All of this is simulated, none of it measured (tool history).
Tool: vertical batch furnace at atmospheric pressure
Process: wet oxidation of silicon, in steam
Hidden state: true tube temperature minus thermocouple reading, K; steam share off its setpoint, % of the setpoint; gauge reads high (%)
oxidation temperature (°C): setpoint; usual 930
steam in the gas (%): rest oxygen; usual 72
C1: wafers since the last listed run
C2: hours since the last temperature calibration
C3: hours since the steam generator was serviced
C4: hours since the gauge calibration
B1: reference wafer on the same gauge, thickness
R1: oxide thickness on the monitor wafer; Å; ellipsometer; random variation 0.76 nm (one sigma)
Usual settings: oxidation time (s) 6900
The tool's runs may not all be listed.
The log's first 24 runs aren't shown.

{"run": 25, "day": 14.354, "oxidation temperature (°C)": 930, "oxidation time (s)": 6900, "steam in the gas (%)": 83, "C1": 243, "C2": 1583, "C3": 57.9, "C4": 31, "B1": 353.34, "R1": 4360.2}
{"run": 26, "day": 14.896, "oxidation temperature (°C)": 930, "oxidation time (s)": 6900, "steam in the gas (%)": 72, "C1": 184, "C2": 1596, "C3": 70.9, "C4": 44, "B1": 353.19, "R1": 3956.7}
{"day": 15.917, "done": "thermocouples replaced and temperature profile calibrated"}
{"run": 27, "day": 15.938, "oxidation temperature (°C)": 930, "oxidation time (s)": 6900, "steam in the gas (%)": 72, "C1": 14, "C2": 0.5, "C3": 95.9, "C4": 69, "B1": 353.33, "R1": 3796.4}
{"run": 28, "day": 16.133, "oxidation temperature (°C)": 945, "oxidation time (s)": 6900, "steam in the gas (%)": 72, "C1": 66, "C2": 5.2, "C3": 100.6, "C4": 73.7, "B1": 352.9, "R1": 4231.9}
{"run": 29, "day": 16.329, "oxidation temperature (°C)": 907, "oxidation time (s)": 6900, "steam in the gas (%)": 83, "C1": 66, "C2": 9.9, "C3": 105.3, "C4": 78.4, "B1": 353, "R1": 3490.7}
{"run": 30, "day": 16.817, "oxidation temperature (°C)": 930, "oxidation time (s)": 5400, "steam in the gas (%)": 69, "C1": 165, "C2": 21.6, "C3": 117, "C4": 90.1, "B1": 352.84, "R1": 3107.4}
{"run": 31, "day": 17.517, "oxidation temperature (°C)": 914, "oxidation time (s)": 3780, "steam in the gas (%)": 72, "C1": 238, "C2": 38.4, "C3": 133.8, "C4": 106.9, "B1": 353.36, "R1": 2146.2}
{"run": 32, "day": 18.079, "oxidation temperature (°C)": 930, "oxidation time (s)": 4350, "steam in the gas (%)": 72, "C1": 191, "C2": 51.9, "C3": 147.3, "C4": 120.4, "B1": 353.09, "R1": 2739.2}
{"run": 33, "day": 18.821, "oxidation temperature (°C)": 915, "oxidation time (s)": 4350, "steam in the gas (%)": 67, "C1": 252, "C2": 69.7, "C3": 165.1, "C4": 138.2, "B1": 352.58, "R1": 2273.8}
{"run": 34, "day": 19.358, "oxidation temperature (°C)": 930, "oxidation time (s)": 4410, "steam in the gas (%)": 84, "C1": 182, "C2": 82.6, "C3": 178, "C4": 151.1, "B1": 352.67, "R1": 3082.4}
{"run": 35, "day": 19.896, "oxidation temperature (°C)": 914, "oxidation time (s)": 3780, "steam in the gas (%)": 72, "C1": 182, "C2": 95.5, "C3": 190.9, "C4": 164, "B1": 353.15, "R1": 2126.5}

Run 36 comes next. What will it give?
{"run": 36, "day": 20.229, "oxidation temperature (°C)": 919, "oxidation time (s)": 6900, "steam in the gas (%)": 68, "C1": 113, "C2": 103.5, "C3": 198.9, "C4": 172, "B1": "?", "R1": "?"}

{"run 36": {"B1": 352.75, "R1": 3338.8}}
Without the tool's hidden state the same run would have given R1 3378.9 Å.
